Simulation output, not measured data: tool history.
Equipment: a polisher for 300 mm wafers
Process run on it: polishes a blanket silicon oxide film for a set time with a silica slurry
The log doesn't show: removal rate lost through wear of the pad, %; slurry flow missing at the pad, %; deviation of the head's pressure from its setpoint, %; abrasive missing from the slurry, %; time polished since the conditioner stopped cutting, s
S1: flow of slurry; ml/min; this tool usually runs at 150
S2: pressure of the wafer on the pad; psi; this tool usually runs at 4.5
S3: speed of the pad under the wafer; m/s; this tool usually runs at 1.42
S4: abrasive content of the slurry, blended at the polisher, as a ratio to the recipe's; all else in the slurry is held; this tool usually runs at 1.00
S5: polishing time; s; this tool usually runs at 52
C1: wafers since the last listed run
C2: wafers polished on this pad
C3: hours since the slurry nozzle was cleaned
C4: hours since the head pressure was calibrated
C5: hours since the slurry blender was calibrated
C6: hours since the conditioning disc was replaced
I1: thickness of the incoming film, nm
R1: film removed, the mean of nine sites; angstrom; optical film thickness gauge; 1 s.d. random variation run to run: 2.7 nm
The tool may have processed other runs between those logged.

run,hour,S1,S2,S3,S4,S5,C1,C2,C3,C4,C5,C6,I1,R1
1,0.0,150,3.6,1.42,1.00,52,0,343,96.0,481.4,325.3,32.7,1609.1,1516
2,37.6,150,3.6,1.42,1.00,52,287,630,133.6,519.0,362.9,70.3,1599.5,1529
3,63.7,150,4.5,1.42,1.00,52,199,829,159.7,545.1,389.0,96.4,1635.3,1938
# hour 96.0: slurry blender recalibrated
4,247.9,150,4.5,1.42,1.00,52,1390,2220,343.9,729.3,151.9,280.6,1615.5,1832
5,366.9,150,4.5,1.42,1.00,52,908,3128,462.9,848.3,270.9,399.6,1629.3,1792
6,391.2,180,4.0,1.42,1.15,44,185,3314,487.2,872.6,295.2,423.9,1626.5,1530
# hour 408.2: conditioning disc replaced and pad reconditioned
# hour 429.2: worn pad replaced by a new one
7,429.7,150,3.4,1.42,1.00,52,248,3,525.7,911.1,333.7,21.5,1598.7,1392
8,462.5,150,4.5,1.82,1.00,40,250,254,558.5,943.9,366.5,54.3,1602.9,1720
9,490.2,150,4.5,1.42,1.00,52,211,465,586.2,971.6,394.2,82.0,1607.7,1777
# hour 519.2: slurry blender recalibrated
10,557.5,150,4.5,1.42,1.00,52,498,964,653.5,1038.9,38.3,149.3,1637.6,1812
# hour 599.2: slurry nozzle cleaned
11,625.2,150,4.5,1.42,1.00,52,509,1473,26.0,1106.6,106.0,217.0,1606.5,1900
# hour 630.2: head pressure recalibrated
12,656.9,150,4.5,1.42,1.00,65,226,1700,57.7,26.7,137.7,248.7,1602.1,2385
13,683.2,150,4.5,1.42,0.75,52,200,1901,84.0,53.0,164.0,275.0,1619.7,1605
14,749.6,150,4.5,1.42,1.00,52,506,2407,150.4,119.4,230.4,341.4,1631.9,1837
15,806.0,125,4.9,1.42,0.80,59,430,2838,206.8,175.8,286.8,397.8,1616.7,1932
# hour 822.6: worn pad replaced by a new one
16,849.1,150,4.5,1.42,1.00,52,298,202,249.9,218.9,329.9,440.9,1620.0,1835
17,892.5,150,4.5,1.42,1.00,52,331,533,293.3,262.3,373.3,484.3,1614.2,1788
# hour 909.2: conditioning disc replaced and pad reconditioned
18,946.0,190,3.5,1.42,0.90,52,393,926,346.8,315.8,426.8,36.8,1584.6,1381
19,1014.5,150,4.1,1.02,0.75,52,522,1449,415.3,384.3,495.3,105.3,1595.8,1070
# hour 1025.1: slurry blender recalibrated
20,1058.4,150,4.5,1.42,1.00,69,319,1769,459.2,428.2,33.3,149.2,1622.3,2371
21,1103.8,150,4.5,1.42,1.00,52,346,2116,504.6,473.6,78.7,194.6,1616.3,1800
22,1135.4,165,5.1,1.42,1.20,52,241,2357,536.2,505.2,110.3,226.2,1627.4,2260
# hour 1170.0: slurry nozzle cleaned
23,1206.4,150,5.0,1.42,1.00,52,534,2891,36.4,576.2,181.3,297.2,1610.2,2114
24,1262.0,170,4.9,0.94,1.10,52,424,3316,92.0,631.8,236.9,352.8,1653.5,1617
# hour 1277.4: worn pad replaced by a new one
25,1326.4,130,4.5,1.42,1.20,36,461,374,156.4,696.2,301.3,417.2,1607.2,1394
# hour 1345.9: conditioning disc replaced and pad reconditioned
26,1390.0,150,4.5,1.42,1.00,52,470,844,220.0,759.8,364.9,44.1,1611.4,1885

Each row is a separate what-if for the run after 26, all from the same tool condition, not one after another. Results?
A,1390.4,150,4.5,1.42,1.00,52,3,847,220.4,760.2,365.3,44.5,1622.3,?
B,1390.4,105,5.3,1.06,1.00,67,3,847,220.4,760.2,365.3,44.5,1622.3,?
C,1390.4,150,4.5,1.84,1.20,52,3,847,220.4,760.2,365.3,44.5,1622.3,?

run,R1
A,1819
B,2036
C,2437
Take away the tool's hidden state, keep each run's random variation, and the runs would have read:
run,R1
A,1920
B,2181
C,2571
